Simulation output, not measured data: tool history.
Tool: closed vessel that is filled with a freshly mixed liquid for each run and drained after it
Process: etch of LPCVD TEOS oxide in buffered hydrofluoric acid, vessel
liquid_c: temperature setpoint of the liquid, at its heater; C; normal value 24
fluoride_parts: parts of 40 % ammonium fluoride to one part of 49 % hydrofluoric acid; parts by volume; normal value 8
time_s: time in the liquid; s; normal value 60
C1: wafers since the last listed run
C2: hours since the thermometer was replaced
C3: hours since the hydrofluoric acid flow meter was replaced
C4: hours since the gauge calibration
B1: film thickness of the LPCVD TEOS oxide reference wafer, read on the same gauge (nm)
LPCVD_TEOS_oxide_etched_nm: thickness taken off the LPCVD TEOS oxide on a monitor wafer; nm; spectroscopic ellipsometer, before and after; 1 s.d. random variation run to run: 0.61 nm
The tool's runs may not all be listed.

Run 1, hour 0: usual settings; C1 0; C2 1134.9; C3 2518.3; C4 670.5; B1 129.97. Result: LPCVD_TEOS_oxide_etched_nm 142.42 nm.
At hour 37.9: hydrofluoric acid flow meter replaced.
Run 2, hour 45.6: usual settings; C1 6454; C2 1180.5; C3 7.7; C4 716.1; B1 130.05. Result: LPCVD_TEOS_oxide_etched_nm 122.6 nm.
At hour 47.2: gauge calibrated.
Run 3, hour 52.1: usual settings but liquid_c 21 C, time_s 50 s; C1 940; C2 1187; C3 14.2; C4 4.9; B1 130. Result: LPCVD_TEOS_oxide_etched_nm 87.09 nm.
Run 4, hour 60.4: usual settings but time_s 80 s; C1 1201; C2 1195.3; C3 22.5; C4 13.2; B1 129.99. Result: LPCVD_TEOS_oxide_etched_nm 165.3 nm.
Run 5, hour 74.8: usual settings but time_s 80 s; C1 2083; C2 1209.7; C3 36.9; C4 27.6; B1 129.97. Result: LPCVD_TEOS_oxide_etched_nm 164.91 nm.
Run 6, hour 89.3: usual settings but time_s 70 s; C1 2098; C2 1224.2; C3 51.4; C4 42.1; B1 130.01. Result: LPCVD_TEOS_oxide_etched_nm 144.87 nm.
Run 7, hour 104.8: usual settings but time_s 70 s; C1 2243; C2 1239.7; C3 66.9; C4 57.6; B1 129.96. Result: LPCVD_TEOS_oxide_etched_nm 143.43 nm.
Run 8, hour 111.8: usual settings but time_s 70 s; C1 1012; C2 1246.7; C3 73.9; C4 64.6; B1 130.01. Result: LPCVD_TEOS_oxide_etched_nm 144.05 nm.
Run 9, hour 119.7: usual settings but liquid_c 22.5 C, fluoride_parts 6 parts by volume, time_s 90 s; C1 1143; C2 1254.6; C3 81.8; C4 72.5; B1 130. Result: LPCVD_TEOS_oxide_etched_nm 225.49 nm.
Run 10, hour 126.6: usual settings but liquid_c 28.5 C, fluoride_parts 5 parts by volume, time_s 70 s; C1 998; C2 1261.5; C3 88.7; C4 79.4; B1 129.95. Result: LPCVD_TEOS_oxide_etched_nm 284.96 nm.
At hour 130.6: thermometer replaced.
Run 11, hour 139.1: usual settings; C1 1664; C2 8.5; C3 101.2; C4 91.9; B1 130.03. Result: LPCVD_TEOS_oxide_etched_nm 122.43 nm.
Run 12, hour 148: usual settings; C1 1287; C2 17.4; C3 110.1; C4 100.8; B1 130.01. Result: LPCVD_TEOS_oxide_etched_nm 123.91 nm.
Run 13, hour 158: usual settings but fluoride_parts 5.5 parts by volume, time_s 40 s; C1 1447; C2 27.4; C3 120.1; C4 110.8; B1 130.01. Result: LPCVD_TEOS_oxide_etched_nm 117.15 nm.
Run 14, hour 170.5: usual settings but fluoride_parts 10 parts by volume, time_s 85 s; C1 1808; C2 39.9; C3 132.6; C4 123.3; B1 129.98. Result: LPCVD_TEOS_oxide_etched_nm 143.75 nm.
Run 15, hour 185.7: usual settings but fluoride_parts 10 parts by volume, time_s 85 s; C1 2199; C2 55.1; C3 147.8; C4 138.5; B1 130.05. Result: LPCVD_TEOS_oxide_etched_nm 144.17 nm.
Run 16, hour 199.2: usual settings; C1 1953; C2 68.6; C3 161.3; C4 152; B1 130.02. Result: LPCVD_TEOS_oxide_etched_nm 124.38 nm.
Run 17, hour 213.7: usual settings but liquid_c 19.5 C, time_s 35 s; C1 2098; C2 83.1; C3 175.8; C4 166.5; B1 130. Result: LPCVD_TEOS_oxide_etched_nm 56.4 nm.
Run 18, hour 229.3: usual settings; C1 2257; C2 98.7; C3 191.4; C4 182.1; B1 129.99. Result: LPCVD_TEOS_oxide_etched_nm 125.33 nm.
Run 19, hour 239: usual settings; C1 1403; C2 108.4; C3 201.1; C4 191.8; B1 129.99. Result: LPCVD_TEOS_oxide_etched_nm 123.84 nm.
Run 20, hour 248.9: usual settings but liquid_c 25.5 C, fluoride_parts 5 parts by volume, time_s 50 s; C1 1432; C2 118.3; C3 211; C4 201.7; B1 130.02. Result: LPCVD_TEOS_oxide_etched_nm 172.42 nm.
Run 21, hour 255.7: usual settings but liquid_c 20.5 C, fluoride_parts 9 parts by volume, time_s 85 s; C1 984; C2 125.1; C3 217.8; C4 208.5; B1 129.99. Result: LPCVD_TEOS_oxide_etched_nm 128.87 nm.
Run 22, hour 263: usual settings but liquid_c 26 C, time_s 80 s; C1 1056; C2 132.4; C3 225.1; C4 215.8; B1 129.99. Result: LPCVD_TEOS_oxide_etched_nm 185.06 nm.
Run 23, hour 279.9: usual settings; C1 2445; C2 149.3; C3 242; C4 232.7; B1 130. Result: LPCVD_TEOS_oxide_etched_nm 125.05 nm.
Run 24, hour 330.1: usual settings but liquid_c 27 C, fluoride_parts 9 parts by volume; C1 7264; C2 199.5; C3 292.2; C4 282.9; B1 129.96. Result: LPCVD_TEOS_oxide_etched_nm 130.75 nm.
Run 25, hour 346.1: usual settings but liquid_c 19.5 C; C1 2315; C2 215.5; C3 308.2; C4 298.9; B1 130.01. Result: LPCVD_TEOS_oxide_etched_nm 97.53 nm.
Run 26, hour 357.1: usual settings but fluoride_parts 6.5 parts by volume; C1 1591; C2 226.5; C3 319.2; C4 309.9; B1 130.06. Result: LPCVD_TEOS_oxide_etched_nm 152.87 nm.
Run 27, hour 367.1: usual settings; C1 1447; C2 236.5; C3 329.2; C4 319.9; B1 129.95. Result: LPCVD_TEOS_oxide_etched_nm 125.65 nm.
Run 28, hour 380.8: usual settings but liquid_c 28 C; C1 1982; C2 250.2; C3 342.9; C4 333.6; B1 130.04. Result: LPCVD_TEOS_oxide_etched_nm 156.28 nm.
Run 29, hour 392.9: usual settings but liquid_c 21.5 C, fluoride_parts 10 parts by volume, time_s 40 s; C1 1750; C2 262.3; C3 355; C4 345.7; B1 129.99. Result: LPCVD_TEOS_oxide_etched_nm 59.52 nm.
Run 30, hour 405.9: usual settings but liquid_c 27.5 C, fluoride_parts 10 parts by volume, time_s 70 s; C1 1881; C2 275.3; C3 368; C4 358.7; B1 129.98. Result: LPCVD_TEOS_oxide_etched_nm 142.23 nm.
Run 31, hour 415.5: usual settings but liquid_c 19.5 C, fluoride_parts 9.5 parts by volume, time_s 70 s; C1 1389; C2 284.9; C3 377.6; C4 368.3; B1 130.01. Result: LPCVD_TEOS_oxide_etched_nm 95.76 nm.
Run 32, hour 421.6: usual settings; C1 882; C2 291; C3 383.7; C4 374.4; B1 130.04. Result: LPCVD_TEOS_oxide_etched_nm 126.28 nm.

Pick out some run-to-run changes in LPCVD_TEOS_oxide_etched_nm. Of each, how much would a tool without hidden state show as well, from the settings, what came in and chance, and how much is left for the hidden state and any gauge scatter not in both results compared?
What the log doesn't record here: liquid colder than its thermometer reads (K); hydrofluoric acid flow above the setpoint (%); gauge reads high (%).
Run 1 -> 2: hydrofluoric acid flow meter replaced. LPCVD_TEOS_oxide_etched_nm -19.82 nm: hidden state -17.97, all else -1.85.
Run 10 -> 11: liquid_c 28.5 -> 24, fluoride_parts 5 -> 8, time_s 70 -> 60, thermometer replaced. LPCVD_TEOS_oxide_etched_nm -162.53 nm: hidden state -1.83, all else -160.7.
Run 28 -> 29: liquid_c 28 -> 21.5, fluoride_parts 8 -> 10, time_s 60 -> 40. LPCVD_TEOS_oxide_etched_nm -96.76 nm: hidden state -3.39, all else -93.37.
Run 29 -> 30: liquid_c 21.5 -> 27.5, time_s 40 -> 70. LPCVD_TEOS_oxide_etched_nm +82.71 nm: hidden state +1.45, all else +81.26.
Run 31 -> 32: liquid_c 19.5 -> 24, fluoride_parts 9.5 -> 8, time_s 70 -> 60. LPCVD_TEOS_oxide_etched_nm +30.52 nm: hidden state +2.13, all else +28.39.
